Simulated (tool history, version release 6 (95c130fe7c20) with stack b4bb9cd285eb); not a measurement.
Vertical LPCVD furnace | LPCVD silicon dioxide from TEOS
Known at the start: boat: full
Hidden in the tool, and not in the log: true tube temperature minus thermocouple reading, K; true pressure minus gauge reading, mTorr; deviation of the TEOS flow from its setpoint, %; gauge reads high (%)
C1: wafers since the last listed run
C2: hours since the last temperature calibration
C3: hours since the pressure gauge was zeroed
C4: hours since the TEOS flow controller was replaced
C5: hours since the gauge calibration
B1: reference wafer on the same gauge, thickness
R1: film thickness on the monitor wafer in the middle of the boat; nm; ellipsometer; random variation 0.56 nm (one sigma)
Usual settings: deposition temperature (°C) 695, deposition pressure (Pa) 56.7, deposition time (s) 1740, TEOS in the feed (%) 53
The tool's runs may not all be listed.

run 1 hour=0.0 | deposition_temperature_(°C)=695 deposition_pressure_(Pa)=56.7 deposition_time_(s)=1320 TEOS_in_the_feed_(%)=53 | C1=0 C2=3647.0 C3=2718.1 C4=4898.6 C5=414.8 | B1=195.75 | R1=161.51
run 2 hour=13.5 | deposition_temperature_(°C)=695 deposition_pressure_(Pa)=56.7 deposition_time_(s)=1320 TEOS_in_the_feed_(%)=53 | C1=228 C2=3660.5 C3=2731.6 C4=4912.1 C5=428.3 | B1=196.17 | R1=161.65
run 3 hour=31.9 | deposition_temperature_(°C)=695 deposition_pressure_(Pa)=56.7 deposition_time_(s)=1320 TEOS_in_the_feed_(%)=53 | C1=311 C2=3678.9 C3=2750.0 C4=4930.5 C5=446.7 | B1=195.92 | R1=162.67
run 4 hour=44.9 | deposition_temperature_(°C)=702 deposition_pressure_(Pa)=56.7 deposition_time_(s)=1740 TEOS_in_the_feed_(%)=53 | C1=219 C2=3691.9 C3=2763.0 C4=4943.5 C5=459.7 | B1=196.16 | R1=252.59
run 5 hour=59.7 | deposition_temperature_(°C)=695 deposition_pressure_(Pa)=56.7 deposition_time_(s)=1740 TEOS_in_the_feed_(%)=53 | C1=250 C2=3706.7 C3=2777.8 C4=4958.3 C5=474.5 | B1=195.96 | R1=214.24
run 6 hour=72.6 | deposition_temperature_(°C)=695 deposition_pressure_(Pa)=56.7 deposition_time_(s)=1740 TEOS_in_the_feed_(%)=53 | C1=218 C2=3719.6 C3=2790.7 C4=4971.2 C5=487.4 | B1=196.11 | R1=215.15
run 7 hour=153.5 | deposition_temperature_(°C)=695 deposition_pressure_(Pa)=56.7 deposition_time_(s)=1740 TEOS_in_the_feed_(%)=53 | C1=1368 C2=3800.5 C3=2871.6 C4=5052.1 C5=568.3 | B1=195.88 | R1=214.03
run 8 hour=175.2 | deposition_temperature_(°C)=695 deposition_pressure_(Pa)=56.7 deposition_time_(s)=1740 TEOS_in_the_feed_(%)=53 | C1=366 C2=3822.2 C3=2893.3 C4=5073.8 C5=590.0 | B1=196.01 | R1=212.89
run 9 hour=194.8 | deposition_temperature_(°C)=695 deposition_pressure_(Pa)=56.7 deposition_time_(s)=1740 TEOS_in_the_feed_(%)=53 | C1=331 C2=3841.8 C3=2912.9 C4=5093.4 C5=609.6 | B1=196.12 | R1=214.99
run 10 hour=223.3 | deposition_temperature_(°C)=695 deposition_pressure_(Pa)=56.7 deposition_time_(s)=1740 TEOS_in_the_feed_(%)=53 | C1=481 C2=3870.3 C3=2941.4 C4=5121.9 C5=638.1 | B1=195.85 | R1=214.00
run 11 hour=238.8 | deposition_temperature_(°C)=695 deposition_pressure_(Pa)=56.7 deposition_time_(s)=1740 TEOS_in_the_feed_(%)=53 | C1=262 C2=3885.8 C3=2956.9 C4=5137.4 C5=653.6 | B1=195.75 | R1=213.55
run 12 hour=256.1 | deposition_temperature_(°C)=695 deposition_pressure_(Pa)=56.7 deposition_time_(s)=1740 TEOS_in_the_feed_(%)=53 | C1=292 C2=3903.1 C3=2974.2 C4=5154.7 C5=670.9 | B1=195.95 | R1=214.39
run 13 hour=270.8 | deposition_temperature_(°C)=695 deposition_pressure_(Pa)=62.7 deposition_time_(s)=1740 TEOS_in_the_feed_(%)=53 | C1=248 C2=3917.8 C3=2988.9 C4=5169.4 C5=685.6 | B1=195.89 | R1=224.43
-- hour=286.8 gauge calibrated
run 14 hour=303.9 | deposition_temperature_(°C)=695 deposition_pressure_(Pa)=56.7 deposition_time_(s)=1740 TEOS_in_the_feed_(%)=53 | C1=559 C2=3950.9 C3=3022.0 C4=5202.5 C5=17.1 | B1=195.72 | R1=214.15
-- hour=334.4 TEOS flow controller replaced
run 15 hour=335.7 | deposition_temperature_(°C)=695 deposition_pressure_(Pa)=56.7 deposition_time_(s)=1740 TEOS_in_the_feed_(%)=53 | C1=131 C2=3982.7 C3=3053.8 C4=1.3 C5=48.9 | B1=195.92 | R1=212.89
run 16 hour=357.6 | deposition_temperature_(°C)=695 deposition_pressure_(Pa)=56.7 deposition_time_(s)=1740 TEOS_in_the_feed_(%)=53 | C1=370 C2=4004.6 C3=3075.7 C4=23.2 C5=70.8 | B1=195.80 | R1=215.66
run 17 hour=378.2 | deposition_temperature_(°C)=695 deposition_pressure_(Pa)=56.7 deposition_time_(s)=1740 TEOS_in_the_feed_(%)=53 | C1=348 C2=4025.2 C3=3096.3 C4=43.8 C5=91.4 | B1=196.02 | R1=214.82
-- hour=412.2 thermocouples replaced and temperature profile calibrated
run 18 hour=412.7 | deposition_temperature_(°C)=687 deposition_pressure_(Pa)=56.7 deposition_time_(s)=2370 TEOS_in_the_feed_(%)=53 | C1=177 C2=0.5 C3=3130.8 C4=78.3 C5=125.9 | B1=195.97 | R1=253.12
run 19 hour=417.6 | deposition_temperature_(°C)=685 deposition_pressure_(Pa)=62.7 deposition_time_(s)=2190 TEOS_in_the_feed_(%)=53 | C1=82 C2=5.4 C3=3135.7 C4=83.2 C5=130.8 | B1=195.70 | R1=235.17
run 20 hour=435.7 | deposition_temperature_(°C)=702 deposition_pressure_(Pa)=68.0 deposition_time_(s)=1740 TEOS_in_the_feed_(%)=53 | C1=306 C2=23.5 C3=3153.8 C4=101.3 C5=148.9 | B1=195.90 | R1=290.06
run 21 hour=463.7 | deposition_temperature_(°C)=695 deposition_pressure_(Pa)=62.0 deposition_time_(s)=2370 TEOS_in_the_feed_(%)=47 | C1=473 C2=51.5 C3=3181.8 C4=129.3 C5=176.9 | B1=195.97 | R1=300.68
-- hour=489.4 pressure gauge zeroed
run 22 hour=497.7 | deposition_temperature_(°C)=692 deposition_pressure_(Pa)=56.7 deposition_time_(s)=1740 TEOS_in_the_feed_(%)=53 | C1=169 C2=85.5 C3=8.3 C4=163.3 C5=210.9 | B1=195.94 | R1=210.48
-- hour=545.1 thermocouples replaced and temperature profile calibrated, repeated, since the last time left the tool worse
run 23 hour=545.6 | deposition_temperature_(°C)=695 deposition_pressure_(Pa)=56.7 deposition_time_(s)=1740 TEOS_in_the_feed_(%)=53 | C1=404 C2=0.5 C3=56.2 C4=211.2 C5=258.8 | B1=195.92 | R1=201.27
run 24 hour=553.0 | deposition_temperature_(°C)=699 deposition_pressure_(Pa)=56.7 deposition_time_(s)=2340 TEOS_in_the_feed_(%)=59 | C1=125 C2=7.9 C3=63.6 C4=218.6 C5=266.2 | B1=196.21 | R1=314.53
run 25 hour=588.6 | deposition_temperature_(°C)=695 deposition_pressure_(Pa)=56.7 deposition_time_(s)=2100 TEOS_in_the_feed_(%)=47 | C1=602 C2=43.5 C3=99.2 C4=254.2 C5=301.8 | B1=195.72 | R1=229.30
run 26 hour=606.2 | deposition_temperature_(°C)=707 deposition_pressure_(Pa)=62.7 deposition_time_(s)=1740 TEOS_in_the_feed_(%)=59 | C1=297 C2=61.1 C3=116.8 C4=271.8 C5=319.4 | B1=195.87 | R1=296.70
run 27 hour=618.2 | deposition_temperature_(°C)=695 deposition_pressure_(Pa)=51.3 deposition_time_(s)=1290 TEOS_in_the_feed_(%)=53 | C1=202 C2=73.1 C3=128.8 C4=283.8 C5=331.4 | B1=195.90 | R1=143.06
run 28 hour=641.3 | deposition_temperature_(°C)=695 deposition_pressure_(Pa)=56.7 deposition_time_(s)=1740 TEOS_in_the_feed_(%)=53 | C1=390 C2=96.2 C3=151.9 C4=306.9 C5=354.5 | B1=195.78 | R1=202.42
run 29 hour=655.7 | deposition_temperature_(°C)=695 deposition_pressure_(Pa)=51.3 deposition_time_(s)=1290 TEOS_in_the_feed_(%)=53 | C1=243 C2=110.6 C3=166.3 C4=321.3 C5=368.9 | B1=195.93 | R1=143.05

Forecast each of these 3 alternatives for the next run:
run A hour=660.8 | deposition_temperature_(°C)=695 deposition_pressure_(Pa)=56.7 deposition_time_(s)=1740 TEOS_in_the_feed_(%)=46 | C1=86 C2=115.7 C3=171.4 C4=326.4 C5=374.0 | B1=? | R1=?
run B hour=660.8 | deposition_temperature_(°C)=707 deposition_pressure_(Pa)=60.7 deposition_time_(s)=2190 TEOS_in_the_feed_(%)=53 | C1=86 C2=115.7 C3=171.4 C4=326.4 C5=374.0 | B1=? | R1=?
run C hour=660.8 | deposition_temperature_(°C)=695 deposition_pressure_(Pa)=50.7 deposition_time_(s)=1740 TEOS_in_the_feed_(%)=53 | C1=86 C2=115.7 C3=171.4 C4=326.4 C5=374.0 | B1=? | R1=?

run=A B1=195.92 R1=190.31
run=B B1=195.92 R1=351.34
run=C B1=195.92 R1=193.16
Without the tool's hidden state the same runs would have given:
run=A R1=187.54
run=B R1=346.36
run=C R1=190.35
